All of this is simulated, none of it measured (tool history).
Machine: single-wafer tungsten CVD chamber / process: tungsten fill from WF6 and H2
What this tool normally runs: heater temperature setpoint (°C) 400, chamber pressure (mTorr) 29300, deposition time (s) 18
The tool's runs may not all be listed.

| run | hour | heater temperature setpoint (°C) | chamber pressure (mTorr) | deposition time (s) | wafers since the last listed run | hours since the last thermocouple change | hours since the last manometer calibration | hours since the showerhead was replaced | hours since the gauge calibration | read-back reference wafer on the same gauge, thickness_nm | mean film thickness on the monitor wafer (Å) |
|---|---|---|---|---|---|---|---|---|---|---|---|
| 1 | 0 | 400 | 29300 | 18 | 0 | 2650.7 | 1531.9 | 5701.9 | 154.6 | 65.44 | 515.21 |
| 2 | 71.7 | 400 | 29300 | 18 | 1068 | 2722.4 | 1603.6 | 5773.6 | 226.3 | 65.394 | 504.33 |
| 3 | 116.8 | 400 | 29300 | 18 | 672 | 2767.5 | 1648.7 | 5818.7 | 271.4 | 65.373 | 508.58 |
| 4 | 173.6 | 400 | 29300 | 18 | 846 | 2824.3 | 1705.5 | 5875.5 | 328.2 | 65.382 | 505.71 |
| 5 | 238.7 | 400 | 29300 | 18 | 970 | 2889.4 | 1770.6 | 5940.6 | 393.3 | 65.396 | 503.93 |
|  | 275.9 | capacitance manometer re-zeroed and calibrated |
| 6 | 302.2 | 400 | 33600 | 18 | 827 | 2952.9 | 26.3 | 6004.1 | 456.8 | 65.372 | 530.16 |
| 7 | 362 | 400 | 29300 | 18.9 | 891 | 3012.7 | 86.1 | 6063.9 | 516.6 | 65.463 | 518.93 |
|  | 366.7 | gauge calibrated |
| 8 | 409.3 | 400 | 29300 | 18 | 704 | 3060 | 133.4 | 6111.2 | 42.6 | 65.378 | 497.82 |
|  | 433.2 | thermocouple changed; heater temperature recalibrated |
| 9 | 478.3 | 393 | 22900 | 18 | 909 | 45.1 | 202.4 | 6180.2 | 111.6 | 65.391 | 448.89 |
|  | 502.4 | showerhead replaced |
| 10 | 527.1 | 412 | 29300 | 17 | 608 | 93.9 | 251.2 | 24.7 | 160.4 | 65.371 | 638.47 |
| 11 | 578.6 | 405 | 24600 | 19.4 | 767 | 145.4 | 302.7 | 76.2 | 211.9 | 65.375 | 599.74 |
| 12 | 649 | 390 | 33900 | 21.5 | 1049 | 215.8 | 373.1 | 146.6 | 282.3 | 65.423 | 600 |
| 13 | 718.7 | 400 | 29300 | 18 | 1038 | 285.5 | 442.8 | 216.3 | 352 | 65.349 | 558.08 |
| 14 | 743.6 | 400 | 22900 | 18 | 371 | 310.4 | 467.7 | 241.2 | 376.9 | 65.453 | 494.11 |

4 ways to go on from here, each from the tool as it stands after run 14. What would each give?
| A | 744 | 400 | 29300 | 18 | 5 | 310.8 | 468.1 | 241.6 | 377.3 | ? | ? |
| B | 744 | 413 | 26300 | 16.2 | 5 | 310.8 | 468.1 | 241.6 | 377.3 | ? | ? |
| C | 744 | 407 | 35300 | 18 | 5 | 310.8 | 468.1 | 241.6 | 377.3 | ? | ? |
| D | 744 | 391 | 26800 | 16.8 | 5 | 310.8 | 468.1 | 241.6 | 377.3 | ? | ? |

| run | read-back reference wafer on the same gauge, thickness_nm | mean film thickness on the monitor wafer (Å) |
|---|---|---|
| A | 65.373 | 559.78 |
| B | 65.373 | 587.55 |
| C | 65.373 | 676.9 |
| D | 65.373 | 433.15 |
Stripped of hidden state, with their random variation kept, the same runs would have yielded:
| run | mean film thickness on the monitor wafer (Å) |
|---|---|
| A | 565.27 |
| B | 592.6 |
| C | 683.17 |
| D | 437.49 |

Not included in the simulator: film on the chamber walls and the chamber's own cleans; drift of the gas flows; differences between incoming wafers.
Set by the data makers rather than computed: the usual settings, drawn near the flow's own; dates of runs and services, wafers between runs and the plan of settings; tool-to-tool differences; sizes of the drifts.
